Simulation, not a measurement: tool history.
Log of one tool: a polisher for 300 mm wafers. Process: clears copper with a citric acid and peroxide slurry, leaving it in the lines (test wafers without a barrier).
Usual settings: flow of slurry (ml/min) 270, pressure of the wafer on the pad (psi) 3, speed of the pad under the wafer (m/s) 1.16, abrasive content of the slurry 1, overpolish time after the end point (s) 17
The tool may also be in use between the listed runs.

| run | day | flow of slurry (ml/min) | pressure of the wafer on the pad (psi) | speed of the pad under the wafer (m/s) | abrasive content of the slurry | overpolish time after the end point (s) | wafers since the last listed run | wafers polished on this pad | hours since the slurry nozzle was cleaned | hours since the head pressure was calibrated | hours since the slurry blender was calibrated | incoming thickness of the incoming film, nm | time until the end point was called (s) | dishing of a wide line in a test structure (nm) |
|---|---|---|---|---|---|---|---|---|---|---|---|---|---|---|
| 1 | 0 | 340 | 3 | 1.16 | 1 | 17 | 0 | 405 | 269 | 231 | 235.2 | 217.1 | 71.8 | 38.3 |
| 2 | 0.55 | 340 | 3 | 1.16 | 1 | 17 | 128 | 534 | 282.2 | 244.2 | 248.4 | 215.6 | 72.1 | 37.6 |
|  | 1.292 | slurry blender recalibrated |
| 3 | 1.654 | 340 | 3 | 1.16 | 1 | 17 | 238 | 772 | 308.7 | 270.7 | 8.7 | 216.8 | 66.8 | 38.8 |
|  | 2.058 | worn pad replaced by a new one |
| 4 | 2.483 | 270 | 3 | 1.16 | 1.2 | 17 | 154 | 99 | 328.6 | 290.6 | 28.6 | 212 | 66.4 | 40.5 |
| 5 | 3.225 | 270 | 3 | 1.16 | 1.2 | 17 | 173 | 272 | 346.4 | 308.4 | 46.4 | 216.3 | 68.4 | 39.5 |
| 6 | 4.592 | 270 | 3 | 1.16 | 1 | 17 | 319 | 591 | 379.2 | 341.2 | 79.2 | 217 | 70.7 | 38.6 |
| 7 | 5.229 | 270 | 3 | 1.16 | 1 | 17 | 148 | 740 | 394.5 | 356.5 | 94.5 | 211.7 | 65.9 | 37.9 |
| 8 | 5.775 | 270 | 3 | 1.16 | 1 | 17 | 127 | 868 | 407.6 | 369.6 | 107.6 | 215.1 | 67.9 | 38.6 |
|  | 6.217 | worn pad replaced by a new one |
| 9 | 6.45 | 270 | 3 | 1.3 | 1.15 | 17 | 118 | 54 | 423.8 | 385.8 | 123.8 | 216.9 | 63.2 | 41 |
| 10 | 7.271 | 270 | 2.2 | 1.16 | 1 | 17 | 191 | 246 | 443.5 | 405.5 | 143.5 | 213.1 | 83.8 | 31.1 |
|  | 7.617 | head pressure recalibrated |
| 11 | 8.004 | 270 | 2.5 | 1.16 | 1.1 | 17 | 151 | 398 | 461.1 | 9.3 | 161.1 | 213.4 | 82.9 | 32.7 |
| 12 | 8.717 | 270 | 3 | 1.16 | 1 | 17 | 166 | 564 | 478.2 | 26.4 | 178.2 | 213.3 | 73.7 | 37 |
| 13 | 9.267 | 340 | 3 | 1.16 | 1 | 17 | 128 | 693 | 491.4 | 39.6 | 191.4 | 212.8 | 72.7 | 36.3 |
|  | 9.483 | slurry nozzle cleaned |
| 14 | 10.029 | 270 | 3 | 1.16 | 0.75 | 17 | 168 | 861 | 13.1 | 57.9 | 209.7 | 215.1 | 78.5 | 34.6 |
|  | 10.721 | worn pad replaced by a new one |
| 15 | 10.954 | 205 | 3 | 1.16 | 0.9 | 24 | 177 | 54 | 35.3 | 80.1 | 231.9 | 213.7 | 76.5 | 46.5 |
| 16 | 11.983 | 270 | 3 | 1.48 | 1 | 17 | 240 | 294 | 60 | 104.8 | 256.6 | 210.7 | 62.7 | 40.7 |
|  | 12.917 | slurry blender recalibrated |
| 17 | 13.271 | 210 | 3 | 1.16 | 1.3 | 10 | 281 | 576 | 90.9 | 135.7 | 8.5 | 216.9 | 68.9 | 23.2 |
| 18 | 13.788 | 270 | 3 | 1.48 | 1 | 17 | 120 | 696 | 103.3 | 148.1 | 20.9 | 211.7 | 59.6 | 44.1 |
|  | 14.604 | worn pad replaced by a new one |
| 19 | 14.812 | 220 | 3 | 1.16 | 1.3 | 12 | 200 | 48 | 127.9 | 172.7 | 45.5 | 216.1 | 70.3 | 29.2 |
| 20 | 15.425 | 270 | 3 | 1.16 | 1.1 | 17 | 143 | 191 | 142.6 | 187.4 | 60.2 | 215.8 | 71.8 | 37.8 |
| 21 | 16.192 | 270 | 3 | 0.94 | 1 | 17 | 179 | 370 | 161 | 205.8 | 78.6 | 213.7 | 80.6 | 32.9 |

What the log doesn't show, run by run:
removal rate lost through wear of the pad, %: 0 in every run
slurry flow missing at the pad, %: 0 in every run
H1: deviation of the head's pressure from its setpoint, %
H2: abrasive missing from the slurry, %
| run | H1 | H2 |
|---|---|---|
| 1 | 4.44 | 30.9 |
| 2 | 4.73 | 34.2 |
| 3 | 5.3 | 0.595 |
| 4 | 5.73 | 0.98 |
| 5 | 6.12 | 1.67 |
| 6 | 6.83 | 3.81 |
| 7 | 7.16 | 5.19 |
| 8 | 7.45 | 6.57 |
| 9 | 7.8 | 8.51 |
| 10 | 8.22 | 11.2 |
| 11 | -1.7 | 14 |
| 12 | -1.33 | 17 |
| 13 | -1.04 | 19.6 |
| 14 | -0.649 | 23.4 |
| 15 | -0.168 | 28.5 |
| 16 | 0.367 | 34.7 |
| 17 | 1.04 | 2.06 |
| 18 | 1.31 | 2.25 |
| 19 | 1.84 | 3.1 |
| 20 | 2.16 | 3.91 |
| 21 | 2.55 | 5.23 |

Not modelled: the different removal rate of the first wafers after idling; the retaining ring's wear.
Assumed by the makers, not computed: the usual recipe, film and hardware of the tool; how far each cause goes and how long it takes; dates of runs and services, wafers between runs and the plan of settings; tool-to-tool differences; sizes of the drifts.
